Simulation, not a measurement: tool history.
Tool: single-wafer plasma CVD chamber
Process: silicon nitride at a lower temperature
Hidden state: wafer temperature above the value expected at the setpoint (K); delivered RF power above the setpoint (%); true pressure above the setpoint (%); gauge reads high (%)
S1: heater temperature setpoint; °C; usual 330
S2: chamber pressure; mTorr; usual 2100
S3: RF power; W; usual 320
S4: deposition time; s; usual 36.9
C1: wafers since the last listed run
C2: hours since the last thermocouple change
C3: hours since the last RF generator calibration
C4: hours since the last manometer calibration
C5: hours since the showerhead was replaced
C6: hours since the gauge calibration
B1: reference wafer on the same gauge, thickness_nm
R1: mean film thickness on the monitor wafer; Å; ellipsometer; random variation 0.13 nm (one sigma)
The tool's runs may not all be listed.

run,hour,S1,S2,S3,S4,C1,C2,C3,C4,C5,C6,B1,R1
1,0.0,330,2100,320,34.2,0,2699.4,1250.2,2541.1,2794.7,276.9,40.885,449.70
2,33.4,330,2100,320,34.2,626,2732.8,1283.6,2574.5,2828.1,310.3,40.902,448.84
3,50.4,330,2100,320,34.2,318,2749.8,1300.6,2591.5,2845.1,327.3,40.910,450.09
4,82.2,330,2100,320,36.9,596,2781.6,1332.4,2623.3,2876.9,359.1,40.902,485.05
5,107.8,330,2100,320,39.1,479,2807.2,1358.0,2648.9,2902.5,384.7,40.881,511.37
6,124.4,330,2100,320,39.1,311,2823.8,1374.6,2665.5,2919.1,401.3,40.893,513.26
7,145.3,330,2100,320,36.9,391,2844.7,1395.5,2686.4,2940.0,422.2,40.903,481.87
# hour 165.4: capacitance manometer re-zeroed and calibrated
8,180.3,330,2100,320,36.9,506,2879.7,1430.5,14.9,2975.0,457.2,40.894,481.14
# hour 195.0: RF generator calibrated
9,196.0,330,2100,320,36.9,144,2895.4,1.0,30.6,2990.7,472.9,40.882,494.88
# hour 200.4: gauge calibrated
10,216.1,330,2100,320,36.9,376,2915.5,21.1,50.7,3010.8,15.7,40.945,494.07
11,233.3,330,2100,320,36.9,322,2932.7,38.3,67.9,3028.0,32.9,40.909,492.94
12,262.4,330,2100,320,34.2,545,2961.8,67.4,97.0,3057.1,62.0,40.905,459.30
13,286.7,330,2100,320,36.9,455,2986.1,91.7,121.3,3081.4,86.3,40.921,492.15
14,303.4,338,2100,380,43.1,313,3002.8,108.4,138.0,3098.1,103.0,40.925,621.95
15,318.1,330,2100,320,36.9,275,3017.5,123.1,152.7,3112.8,117.7,40.896,495.41
# hour 334.1: showerhead replaced
16,400.7,330,1640,320,31.1,1398,3100.1,205.7,235.3,66.6,200.3,40.936,392.03
# hour 413.1: thermocouple changed; heater temperature recalibrated
17,425.0,330,2100,320,36.9,305,11.9,230.0,259.6,90.9,224.6,40.911,493.31
18,454.7,341,2100,320,36.9,556,41.6,259.7,289.3,120.6,254.3,40.884,494.11
19,469.7,330,1630,350,36.9,281,56.6,274.7,304.3,135.6,269.3,40.916,482.73
20,504.5,320,2100,375,36.9,652,91.4,309.5,339.1,170.4,304.1,40.872,534.07
21,535.0,320,2460,320,36.9,571,121.9,340.0,369.6,200.9,334.6,40.905,512.64
22,548.4,330,2100,365,36.9,251,135.3,353.4,383.0,214.3,348.0,40.910,523.55

Forecast each of these 5 alternatives for the next run:
A,548.8,330,2100,320,36.9,7,135.7,353.8,383.4,214.7,348.4,?,?
B,548.8,323,1810,300,43.1,7,135.7,353.8,383.4,214.7,348.4,?,?
C,548.8,334,2100,260,36.9,7,135.7,353.8,383.4,214.7,348.4,?,?
D,548.8,330,2100,320,43.9,7,135.7,353.8,383.4,214.7,348.4,?,?
E,548.8,321,1830,360,36.9,7,135.7,353.8,383.4,214.7,348.4,?,?

run,B1,R1
A,40.925,494.69
B,40.925,542.50
C,40.925,449.57
D,40.925,588.32
E,40.925,506.87
Without the tool's hidden state the same runs would have given:
run,R1
A,498.80
B,547.01
C,453.41
D,593.21
E,510.92
